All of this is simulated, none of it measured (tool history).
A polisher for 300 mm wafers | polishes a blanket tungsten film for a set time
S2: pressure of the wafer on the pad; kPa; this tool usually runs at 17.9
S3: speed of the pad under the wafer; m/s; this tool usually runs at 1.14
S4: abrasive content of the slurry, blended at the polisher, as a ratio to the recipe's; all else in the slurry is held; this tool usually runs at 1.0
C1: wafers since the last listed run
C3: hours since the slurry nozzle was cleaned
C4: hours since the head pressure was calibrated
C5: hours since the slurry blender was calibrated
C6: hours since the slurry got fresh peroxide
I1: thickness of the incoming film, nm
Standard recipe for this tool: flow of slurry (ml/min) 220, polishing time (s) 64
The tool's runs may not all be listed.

{"run": 1, "day": 0.0, "flow of slurry (ml/min)": 220, "S2": 17.9, "S3": 1.14, "S4": 1.0, "polishing time (s)": 64, "C1": 0, "wafers polished on this pad": 407, "C3": 227.8, "C4": 1082.6, "C5": 284.5, "C6": 4.7, "I1": 1059.6, "film removed (angstrom)": 1972}
{"day": 0.283, "done": "slurry blender recalibrated"}
{"run": 2, "day": 1.638, "flow of slurry (ml/min)": 220, "S2": 17.9, "S3": 1.14, "S4": 1.0, "polishing time (s)": 64, "C1": 235, "wafers polished on this pad": 643, "C3": 267.1, "C4": 1121.9, "C5": 32.5, "C6": 44.0, "I1": 1055.6, "film removed (angstrom)": 1958}
{"day": 2.054, "done": "worn pad replaced by a new one"}
{"run": 3, "day": 3.558, "flow of slurry (ml/min)": 220, "S2": 17.9, "S3": 1.14, "S4": 1.0, "polishing time (s)": 64, "C1": 265, "wafers polished on this pad": 227, "C3": 313.2, "C4": 1168.0, "C5": 78.6, "C6": 90.1, "I1": 1059.7, "film removed (angstrom)": 1952}
{"day": 4.975, "done": "slurry tank refilled with fresh slurry and peroxide"}
{"run": 4, "day": 5.121, "flow of slurry (ml/min)": 220, "S2": 22.8, "S3": 1.14, "S4": 1.0, "polishing time (s)": 64, "C1": 230, "wafers polished on this pad": 457, "C3": 350.7, "C4": 1205.5, "C5": 116.1, "C6": 3.5, "I1": 1052.3, "film removed (angstrom)": 2485}
{"run": 5, "day": 6.667, "flow of slurry (ml/min)": 220, "S2": 17.9, "S3": 1.14, "S4": 1.0, "polishing time (s)": 75, "C1": 233, "wafers polished on this pad": 691, "C3": 387.8, "C4": 1242.6, "C5": 153.2, "C6": 40.6, "I1": 1055.6, "film removed (angstrom)": 2305}
{"day": 7.221, "done": "worn pad replaced by a new one"}
{"run": 6, "day": 7.812, "flow of slurry (ml/min)": 220, "S2": 17.9, "S3": 1.4, "S4": 1.0, "polishing time (s)": 64, "C1": 148, "wafers polished on this pad": 89, "C3": 415.3, "C4": 1270.1, "C5": 180.7, "C6": 68.1, "I1": 1073.3, "film removed (angstrom)": 2225}
{"day": 9.538, "done": "slurry tank refilled with fresh slurry and peroxide"}
{"run": 7, "day": 10.388, "flow of slurry (ml/min)": 220, "S2": 17.9, "S3": 1.4, "S4": 1.0, "polishing time (s)": 64, "C1": 383, "wafers polished on this pad": 472, "C3": 477.1, "C4": 1331.9, "C5": 242.5, "C6": 20.4, "I1": 1077.3, "film removed (angstrom)": 2215}
{"day": 11.246, "done": "slurry blender recalibrated"}
{"run": 8, "day": 12.433, "flow of slurry (ml/min)": 220, "S2": 17.9, "S3": 1.4, "S4": 1.0, "polishing time (s)": 64, "C1": 297, "wafers polished on this pad": 769, "C3": 526.2, "C4": 1381.0, "C5": 28.5, "C6": 69.5, "I1": 1061.4, "film removed (angstrom)": 2238}

Expected results for the next run?
{"day": 12.817, "done": "worn pad replaced by a new one"}
{"run": 9, "day": 13.738, "flow of slurry (ml/min)": 250, "S2": 17.9, "S3": 1.14, "S4": 0.9, "polishing time (s)": 64, "C1": 172, "wafers polished on this pad": 139, "C3": 557.5, "C4": 1412.3, "C5": 59.8, "C6": 100.8, "I1": 1045.8, "film removed (angstrom)": "?"}

{"run 9": {"film removed (angstrom)": 1930}}
Minus the tool's unlogged condition, the same run would have read film removed (angstrom) 1930.

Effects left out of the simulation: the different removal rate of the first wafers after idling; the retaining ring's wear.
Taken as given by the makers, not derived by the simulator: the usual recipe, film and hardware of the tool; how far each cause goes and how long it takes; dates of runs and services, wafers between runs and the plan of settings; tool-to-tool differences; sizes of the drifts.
